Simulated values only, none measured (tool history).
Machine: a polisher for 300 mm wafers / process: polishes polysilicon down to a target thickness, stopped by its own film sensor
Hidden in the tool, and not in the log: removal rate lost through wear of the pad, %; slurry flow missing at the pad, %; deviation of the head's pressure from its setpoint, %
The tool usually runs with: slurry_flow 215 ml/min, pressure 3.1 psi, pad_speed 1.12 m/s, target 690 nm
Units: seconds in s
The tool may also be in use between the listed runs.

| run | hour | slurry_flow | pressure | pad_speed | target | wafers since the last listed run | wafers polished on this pad | hours since the slurry nozzle was cleaned | hours since the head pressure was calibrated | incoming thickness of the incoming film, nm | seconds |
|---|---|---|---|---|---|---|---|---|---|---|---|
| 1 | 0 | 215 | 3.1 | 1.12 | 690 | 0 | 1763 | 689.4 | 568.9 | 1329.3 | 55.4 |
| 2 | 32.7 | 185 | 3.1 | 1.12 | 690 | 455 | 2219 | 722.1 | 601.6 | 1318.7 | 55.6 |
| 3 | 57.7 | 185 | 3.1 | 1.12 | 690 | 348 | 2567 | 747.1 | 626.6 | 1334.5 | 57.7 |
| 4 | 73.7 | 215 | 3.1 | 1.12 | 690 | 222 | 2790 | 763.1 | 642.6 | 1350.3 | 58.1 |
|  | 82.9 | worn pad replaced by a new one, of another model than before |
|  | 91 | head pressure recalibrated |
| 5 | 96.8 | 215 | 3.1 | 1.12 | 690 | 238 | 166 | 786.2 | 5.8 | 1324.5 | 53.4 |
|  | 114.2 | slurry nozzle cleaned |
| 6 | 123.9 | 215 | 3.1 | 1.12 | 690 | 363 | 529 | 9.7 | 32.9 | 1320.1 | 51.3 |
| 7 | 142.8 | 215 | 3.1 | 1.12 | 690 | 263 | 793 | 28.6 | 51.8 | 1343.9 | 54.1 |
| 8 | 162.3 | 215 | 3.1 | 1.12 | 690 | 271 | 1064 | 48.1 | 71.3 | 1331.9 | 52.6 |
| 9 | 183.3 | 215 | 3.1 | 1.12 | 690 | 292 | 1357 | 69.1 | 92.3 | 1342.3 | 54.2 |
| 10 | 210.1 | 215 | 3.1 | 1.12 | 690 | 373 | 1730 | 95.9 | 119.1 | 1307.5 | 51.8 |
| 11 | 224.7 | 215 | 3.1 | 1.12 | 690 | 203 | 1933 | 110.5 | 133.7 | 1330.9 | 54 |
| 12 | 258.6 | 215 | 2.7 | 1.12 | 753 | 472 | 2406 | 144.4 | 167.6 | 1327.1 | 51.8 |
| 13 | 276.6 | 270 | 3.5 | 1.28 | 501 | 250 | 2656 | 162.4 | 185.6 | 1331.5 | 55.9 |
|  | 292.5 | worn pad replaced by a new one |
| 14 | 304.2 | 215 | 3.1 | 1.12 | 690 | 328 | 163 | 190 | 213.2 | 1332.8 | 52.6 |
| 15 | 320.2 | 215 | 3.1 | 1.44 | 773 | 222 | 386 | 206 | 229.2 | 1311.5 | 36 |
| 16 | 342.8 | 250 | 3.6 | 1.22 | 797 | 314 | 701 | 228.6 | 251.8 | 1341.5 | 37.6 |
| 17 | 358.1 | 215 | 3.1 | 1.12 | 690 | 213 | 914 | 243.9 | 267.1 | 1344.4 | 54 |
| 18 | 378 | 215 | 3.1 | 1.12 | 690 | 277 | 1191 | 263.8 | 287 | 1311.3 | 51.9 |
| 19 | 412.8 | 215 | 3.4 | 1.34 | 690 | 484 | 1676 | 298.6 | 321.8 | 1342 | 44 |
| 20 | 440.9 | 215 | 2.1 | 0.9 | 608 | 391 | 2067 | 326.7 | 349.9 | 1306.6 | 87 |
| 21 | 466.4 | 215 | 3.1 | 1.12 | 690 | 355 | 2422 | 352.2 | 375.4 | 1315.8 | 52.2 |
| 22 | 484.8 | 215 | 3.1 | 1.12 | 690 | 256 | 2678 | 370.6 | 393.8 | 1318 | 52.5 |
|  | 504.3 | worn pad replaced by a new one |
| 23 | 505 | 285 | 3.1 | 0.9 | 690 | 225 | 10 | 390.8 | 414 | 1338.3 | 61.9 |
| 24 | 538.4 | 215 | 4 | 1.42 | 780 | 465 | 475 | 424.2 | 447.4 | 1326.5 | 31.5 |
| 25 | 552.5 | 240 | 3.1 | 1.12 | 509 | 196 | 672 | 438.3 | 461.5 | 1355.3 | 69 |
| 26 | 570.1 | 185 | 2.4 | 1.36 | 633 | 245 | 917 | 455.9 | 479.1 | 1337.4 | 60.4 |
| 27 | 593.5 | 215 | 4.1 | 1.12 | 690 | 325 | 1243 | 479.3 | 502.5 | 1335.5 | 45.2 |
| 28 | 614.5 | 215 | 3.1 | 1.12 | 517 | 292 | 1535 | 500.3 | 523.5 | 1326.4 | 68.6 |
| 29 | 633.1 | 270 | 4.1 | 1.42 | 786 | 259 | 1794 | 518.9 | 542.1 | 1325.5 | 30.5 |
| 30 | 664.6 | 215 | 3.1 | 1.12 | 468 | 438 | 2233 | 550.4 | 573.6 | 1328.9 | 72.1 |
| 31 | 680.6 | 215 | 3.1 | 1.12 | 690 | 222 | 2456 | 566.4 | 589.6 | 1348.3 | 56.4 |
|  | 713.1 | worn pad replaced by a new one |
| 32 | 713.6 | 215 | 3.1 | 1.12 | 690 | 403 | 7 | 599.4 | 622.6 | 1335.6 | 53.7 |
|  | 716.9 | head pressure recalibrated |
| 33 | 730.6 | 145 | 3.1 | 1.12 | 690 | 208 | 216 | 616.4 | 13.7 | 1345.1 | 58.1 |
| 34 | 766.4 | 215 | 3.1 | 1.12 | 562 | 498 | 714 | 652.2 | 49.5 | 1310.9 | 63 |
| 35 | 798.5 | 215 | 3.1 | 1.12 | 690 | 447 | 1161 | 684.3 | 81.6 | 1330.6 | 54.1 |
| 36 | 824 | 240 | 3.9 | 1.12 | 812 | 355 | 1517 | 709.8 | 107.1 | 1324.9 | 36 |

What if the next run were any one of these 5? Each begins from the tool's condition after run 36:
| A | 824.4 | 215 | 3.1 | 1.12 | 876 | 5 | 1522 | 710.2 | 107.5 | 1310.1 | ? |
| B | 824.4 | 185 | 2.2 | 1.12 | 514 | 5 | 1522 | 710.2 | 107.5 | 1310.1 | ? |
| C | 824.4 | 215 | 3.1 | 1.12 | 496 | 5 | 1522 | 710.2 | 107.5 | 1310.1 | ? |
| D | 824.4 | 215 | 3.1 | 1.28 | 690 | 5 | 1522 | 710.2 | 107.5 | 1310.1 | ? |
| E | 824.4 | 280 | 3.8 | 1.12 | 761 | 5 | 1522 | 710.2 | 107.5 | 1310.1 | ? |

| run | seconds |
|---|---|
| A | 36.9 |
| B | 85.2 |
| C | 69.2 |
| D | 47.5 |
| E | 39.4 |
Stripped of hidden state, with their random variation kept, the same runs would have yielded:
| run | seconds |
|---|---|
| A | 35.5 |
| B | 81.7 |
| C | 66.6 |
| D | 45.8 |
| E | 38.2 |
